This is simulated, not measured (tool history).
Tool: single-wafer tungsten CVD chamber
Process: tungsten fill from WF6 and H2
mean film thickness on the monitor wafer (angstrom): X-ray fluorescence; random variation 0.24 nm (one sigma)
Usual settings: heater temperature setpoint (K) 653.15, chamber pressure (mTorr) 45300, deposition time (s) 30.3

run	hour	heater temperature setpoint (K)	chamber pressure (mTorr)	deposition time (s)	read-back reference wafer on the same gauge, thickness_nm	mean film thickness on the monitor wafer (angstrom)
1	0	653.15	45300	31.7	75.172	776.54
2	12.4	642.15	45300	32.9	75.1	663.5
3	25.3	642.15	45300	32.9	75.133	661.43
4	35.4	642.15	45300	32.9	75.12	657.67
5	41.9	653.15	45300	30.3	75.198	744.24
6	55.4	653.15	45300	30.3	75.047	742.31
7	80.7	653.15	45300	30.3	75.041	743.13
8	86.8	645.15	45300	33.4	75.028	710.18
9	101.4	653.15	38300	30.3	75.151	706.19
10	112.4	645.15	53200	30.3	75.077	679.52
11	129	653.15	45300	30.3	75.171	742.15
12	144.8	640.15	53600	30.3	75.185	621.94
13	146.3	639.15	45300	24.3	75.088	460.59
14	159	649.15	40900	34.9	75.153	770.71
15	168	653.15	45300	30.3	75.023	746.67
16	184.9	653.15	41900	30.3	75.21	727.29
17	193.3	642.15	55900	24.3	75.083	526.79

Taken out of this log: 4 entries between the listed runs. Where each belongs, and how the hidden state differs across it:
Between runs 6 and 7: thermocouple changed; heater temperature recalibrated (hour 80.2)
  no hidden state differs between the two runs
Between runs 9 and 10: showerhead replaced (hour 110.7)
  no hidden state differs between the two runs
Between runs 11 and 12: gauge calibrated (hour 136.7); capacitance manometer re-zeroed and calibrated (hour 144.3)
  no hidden state differs between the two runs
